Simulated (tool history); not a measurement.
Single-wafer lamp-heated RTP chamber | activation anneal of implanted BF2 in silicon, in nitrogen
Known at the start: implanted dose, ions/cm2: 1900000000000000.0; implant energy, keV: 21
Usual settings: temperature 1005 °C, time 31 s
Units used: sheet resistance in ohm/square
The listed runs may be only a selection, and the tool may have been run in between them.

| run | day | temperature | time | read-back reference wafer on the same gauge, sheet resistance | sheet resistance |
|---|---|---|---|---|---|
| 1 | 0.000 | 993 | 45 | 153.98 | 135.82 |
| 2 | 1.417 | 991 | 44 | 154.12 | 139.11 |
| 3 | 3.958 | 991 | 44 | 153.94 | 138.85 |
|  | 4.700 | pyrometer window cleaned and pyrometer calibrated |
| 4 | 6.342 | 998 | 31 | 154.04 | 139.54 |
| 5 | 7.700 | 1005 | 22 | 154.06 | 139.90 |
| 6 | 10.692 | 1005 | 22 | 154.12 | 139.66 |
| 7 | 11.775 | 1005 | 31 | 153.80 | 131.14 |
| 8 | 14.433 | 1005 | 31 | 154.09 | 130.70 |
| 9 | 16.983 | 1005 | 31 | 154.10 | 129.95 |
|  | 19.754 | reflector plate cleaned |
| 10 | 19.862 | 1005 | 31 | 154.14 | 138.21 |
| 11 | 22.788 | 1026 | 31 | 154.02 | 115.93 |
| 12 | 24.112 | 1020 | 20 | 153.89 | 132.61 |
|  | 24.700 | gauge calibrated |
|  | 24.862 | pyrometer window cleaned and pyrometer calibrated |
| 13 | 26.417 | 997 | 31 | 153.92 | 147.49 |
| 14 | 28.308 | 1005 | 25 | 154.10 | 143.35 |
| 15 | 30.258 | 1005 | 31 | 154.06 | 135.81 |
| 16 | 32.283 | 1022 | 45 | 154.00 | 108.36 |
| 17 | 33.783 | 1018 | 26 | 153.87 | 126.77 |
| 18 | 34.904 | 1031 | 14 | 154.16 | 129.17 |
| 19 | 36.379 | 988 | 43 | 154.02 | 149.15 |
| 20 | 38.092 | 1005 | 31 | 154.08 | 136.09 |

4 options for the next run, each taken on its own from the tool as it stands now. Forecast them:
| A | 38.108 | 1005 | 31 | ? | ? |
| B | 38.108 | 1013 | 48 | ? | ? |
| C | 38.108 | 1020 | 16 | ? | ? |
| D | 38.108 | 1027 | 16 | ? | ? |

| run | read-back reference wafer on the same gauge, sheet resistance | sheet resistance |
|---|---|---|
| A | 154.03 | 135.77 |
| B | 154.03 | 115.61 |
| C | 154.03 | 136.76 |
| D | 154.03 | 129.80 |
What these runs would have given with no unlogged condition in the tool:
| run | sheet resistance |
|---|---|
| A | 139.81 |
| B | 119.02 |
| C | 140.28 |
| D | 133.09 |

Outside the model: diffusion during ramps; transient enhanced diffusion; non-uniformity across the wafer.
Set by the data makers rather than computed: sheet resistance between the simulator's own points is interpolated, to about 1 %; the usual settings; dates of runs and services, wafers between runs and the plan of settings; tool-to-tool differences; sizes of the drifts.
